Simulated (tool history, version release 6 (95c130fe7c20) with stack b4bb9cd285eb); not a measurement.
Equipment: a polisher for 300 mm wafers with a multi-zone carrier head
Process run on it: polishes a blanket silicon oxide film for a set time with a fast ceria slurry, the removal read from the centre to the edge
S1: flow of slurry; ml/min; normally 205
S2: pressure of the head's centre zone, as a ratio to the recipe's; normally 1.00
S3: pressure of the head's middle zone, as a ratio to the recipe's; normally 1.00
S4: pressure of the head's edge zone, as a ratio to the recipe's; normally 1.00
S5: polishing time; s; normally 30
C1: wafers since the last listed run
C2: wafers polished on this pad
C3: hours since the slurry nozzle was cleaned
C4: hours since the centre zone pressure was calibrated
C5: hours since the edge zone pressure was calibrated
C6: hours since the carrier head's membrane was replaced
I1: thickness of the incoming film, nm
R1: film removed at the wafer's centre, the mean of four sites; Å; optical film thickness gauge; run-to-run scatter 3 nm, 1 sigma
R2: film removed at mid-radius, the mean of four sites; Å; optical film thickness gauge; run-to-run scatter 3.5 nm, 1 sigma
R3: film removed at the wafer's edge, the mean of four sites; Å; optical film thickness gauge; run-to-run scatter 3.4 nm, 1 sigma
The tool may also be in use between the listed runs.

| run | hour | S1 | S2 | S3 | S4 | S5 | C1 | C2 | C3 | C4 | C5 | C6 | I1 | R1 | R2 | R3 |
|---|---|---|---|---|---|---|---|---|---|---|---|---|---|---|---|---|
| 1 | 0.0 | 205 | 1.00 | 1.00 | 1.00 | 30 | 0 | 380 | 636.5 | 257.2 | 850.0 | 984.2 | 2539.3 | 2934 | 2694 | 2781 |
| 2 | 18.5 | 205 | 1.00 | 1.00 | 0.92 | 30 | 182 | 563 | 655.0 | 275.7 | 868.5 | 1002.7 | 2567.7 | 2990 | 2740 | 2676 |
| 3 | 44.6 | 205 | 1.00 | 1.00 | 0.92 | 30 | 258 | 821 | 681.1 | 301.8 | 894.6 | 1028.8 | 2557.5 | 3047 | 2748 | 2695 |
| 4 | 72.2 | 205 | 1.00 | 1.00 | 1.00 | 30 | 272 | 1094 | 708.7 | 329.4 | 922.2 | 1056.4 | 2508.9 | 3016 | 2662 | 2807 |
| 5 | 96.5 | 205 | 1.00 | 1.00 | 1.00 | 30 | 240 | 1335 | 733.0 | 353.7 | 946.5 | 1080.7 | 2518.4 | 3040 | 2665 | 2766 |
|  | 103.5 | carrier head's membrane replaced by a new one |
|  | 107.5 | worn pad replaced by a new one |
| 6 | 111.1 | 205 | 1.00 | 1.00 | 1.00 | 30 | 55 | 35 | 747.6 | 368.3 | 961.1 | 7.6 | 2584.4 | 3003 | 2651 | 2786 |
|  | 123.9 | centre zone pressure recalibrated |
| 7 | 125.8 | 205 | 1.00 | 1.00 | 1.00 | 30 | 125 | 161 | 762.3 | 1.9 | 975.8 | 22.3 | 2516.8 | 2712 | 2673 | 2762 |
| 8 | 159.3 | 205 | 1.00 | 1.00 | 1.00 | 34 | 331 | 492 | 795.8 | 35.4 | 1009.3 | 55.8 | 2595.2 | 3106 | 3019 | 3081 |
| 9 | 178.3 | 205 | 1.00 | 1.00 | 0.92 | 30 | 187 | 680 | 814.8 | 54.4 | 1028.3 | 74.8 | 2546.0 | 2704 | 2584 | 2639 |
|  | 189.8 | edge zone pressure recalibrated |
|  | 192.3 | slurry nozzle cleaned |
| 10 | 192.8 | 135 | 0.91 | 1.00 | 1.09 | 21 | 113 | 794 | 0.5 | 68.9 | 3.0 | 89.3 | 2566.2 | 1740 | 1887 | 2005 |
| 11 | 214.8 | 205 | 1.00 | 1.00 | 1.00 | 30 | 217 | 1011 | 22.5 | 90.9 | 25.0 | 111.3 | 2581.0 | 2935 | 2861 | 2885 |
| 12 | 230.1 | 230 | 0.96 | 1.08 | 1.00 | 30 | 151 | 1162 | 37.8 | 106.2 | 40.3 | 126.6 | 2568.7 | 3012 | 3075 | 2921 |
|  | 247.7 | worn pad replaced by a new one |
| 13 | 254.7 | 205 | 1.04 | 1.10 | 0.96 | 30 | 203 | 68 | 62.4 | 130.8 | 64.9 | 151.2 | 2598.3 | 3131 | 3054 | 2781 |
| 14 | 276.9 | 205 | 0.90 | 1.00 | 0.94 | 30 | 219 | 288 | 84.6 | 153.0 | 87.1 | 173.4 | 2569.7 | 2748 | 2786 | 2860 |
| 15 | 290.1 | 205 | 1.00 | 0.90 | 1.00 | 20 | 130 | 418 | 97.8 | 166.2 | 100.3 | 186.6 | 2567.9 | 2069 | 1737 | 1919 |

What if the next run were any one of these 5? Each begins from the tool's condition after run 15:
| A | 290.5 | 205 | 1.00 | 1.00 | 1.00 | 30 | 3 | 422 | 98.2 | 166.6 | 100.7 | 187.0 | 2541.1 | ? | ? | ? |
| B | 290.5 | 260 | 1.00 | 1.07 | 1.08 | 33 | 3 | 422 | 98.2 | 166.6 | 100.7 | 187.0 | 2541.1 | ? | ? | ? |
| C | 290.5 | 205 | 1.09 | 1.00 | 0.93 | 33 | 3 | 422 | 98.2 | 166.6 | 100.7 | 187.0 | 2541.1 | ? | ? | ? |
| D | 290.5 | 205 | 1.00 | 0.92 | 1.00 | 30 | 3 | 422 | 98.2 | 166.6 | 100.7 | 187.0 | 2541.1 | ? | ? | ? |
| E | 290.5 | 205 | 0.95 | 1.00 | 1.00 | 33 | 3 | 422 | 98.2 | 166.6 | 100.7 | 187.0 | 2541.1 | ? | ? | ? |

| run | R1 | R2 | R3 |
|---|---|---|---|
| A | 3059 | 2870 | 2914 |
| B | 3487 | 3452 | 3407 |
| C | 3668 | 3156 | 3097 |
| D | 3057 | 2677 | 2917 |
| E | 3196 | 3158 | 3206 |
What these runs would have given with no unlogged condition in the tool:
| run | R1 | R2 | R3 |
|---|---|---|---|
| A | 2834 | 2879 | 2919 |
| B | 3229 | 3460 | 3411 |
| C | 3400 | 3165 | 3102 |
| D | 2832 | 2684 | 2922 |
| E | 2960 | 3167 | 3211 |

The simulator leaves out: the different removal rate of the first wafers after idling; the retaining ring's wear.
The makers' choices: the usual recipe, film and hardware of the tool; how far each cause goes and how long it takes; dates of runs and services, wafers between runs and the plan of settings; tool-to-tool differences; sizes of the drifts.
